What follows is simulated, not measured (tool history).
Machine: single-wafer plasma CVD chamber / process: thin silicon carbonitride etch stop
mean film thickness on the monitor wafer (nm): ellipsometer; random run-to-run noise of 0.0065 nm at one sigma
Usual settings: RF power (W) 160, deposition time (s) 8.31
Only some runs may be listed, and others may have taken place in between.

run    hour  RF power (W)  deposition time (s)  read-back reference wafer on the same gauge, thickness_nm  mean film thickness on the monitor wafer (nm)
  1     0.0           145                 8.65                                                      3.779                                          4.404
  2    15.5           145                 8.65                                                      3.780                                          4.408
  3    48.1           160                 8.31                                                      3.779                                          4.290
  4    83.3           160                 8.31                                                      3.781                                          4.294
  5   105.5           160                 8.31                                                      3.780                                          4.292
  6   125.0           160                 8.31                                                      3.780                                          4.297
  7   152.7           160                 8.31                                                      3.780                                          4.293
  8   188.1           160                 9.17                                                      3.780                                          4.730
  9   213.0           160                 9.17                                                      3.781                                          4.723
 10   240.6           160                 9.17                                                      3.780                                          4.738
 11   273.8           160                 8.31                                                      3.779                                          4.276
      287.8  -- thermocouple changed; heater temperature recalibrated
 12   303.5           160                 8.31                                                      3.780                                          4.280
 13   320.8           160                 8.31                                                      3.780                                          4.283
      331.1  -- gauge calibrated
 14   416.7           160                 9.42                                                      3.780                                          4.845
 15   431.4           140                 8.85                                                      3.780                                          4.451
 16   467.1           160                 8.31                                                      3.781                                          4.279
 17   484.1           160                 9.10                                                      3.780                                          4.687
 18   504.0           170                 8.78                                                      3.780                                          4.559
 19   599.0           160                 8.31                                                      3.780                                          4.275
 20   630.1           160                 8.31                                                      3.780                                          4.257
 21   701.4           185                 9.97                                                      3.779                                          5.233
      720.0  -- RF generator calibrated
      733.9  -- showerhead replaced
 22   734.4           145                 6.73                                                      3.779                                          3.461
 23   742.9           160                 8.31                                                      3.778                                          4.331
 24   759.6           175                 8.31                                                      3.780                                          4.390
 25   790.6           160                 8.31                                                      3.779                                          4.330
 26   822.0           140                 9.74                                                      3.779                                          4.973
 27   856.9           150                 6.99                                                      3.780                                          3.601
      878.6  -- gauge calibrated
 28   890.0           160                 8.31                                                      3.780                                          4.327
 29   917.9           160                 8.31                                                      3.779                                          4.323
 30   948.0           170                 9.94                                                      3.782                                          5.234
 31   965.6           185                 9.03                                                      3.780                                          4.800
 32   999.0           160                 8.31                                                      3.780                                          4.309
 33  1024.1           185                 7.35                                                      3.779                                          3.915
 34  1041.9           185                 6.70                                                      3.779                                          3.565
 35  1071.9           160                 8.31                                                      3.780                                          4.327

Predict each of these 5 candidate next runs independently; none follows another, all start after run 35:
  A  1072.3           185                 8.31                                                          ?                                              ?
  B  1072.3           185                 6.91                                                          ?                                              ?
  C  1072.3           135                 8.83                                                          ?                                              ?
  D  1072.3           190                 8.81                                                          ?                                              ?
  E  1072.3           185                 6.85                                                          ?                                              ?

run  read-back reference wafer on the same gauge, thickness_nm  mean film thickness on the monitor wafer (nm)
  A                                                      3.779                                          4.424
  B                                                      3.779                                          3.679
  C                                                      3.779                                          4.485
  D                                                      3.779                                          4.711
  E                                                      3.779                                          3.647
With no hidden state in the tool, these same runs would have given:
run  mean film thickness on the monitor wafer (nm)
  A                                          4.431
  B                                          3.685
  C                                          4.492
  D                                          4.718
  E                                          3.653
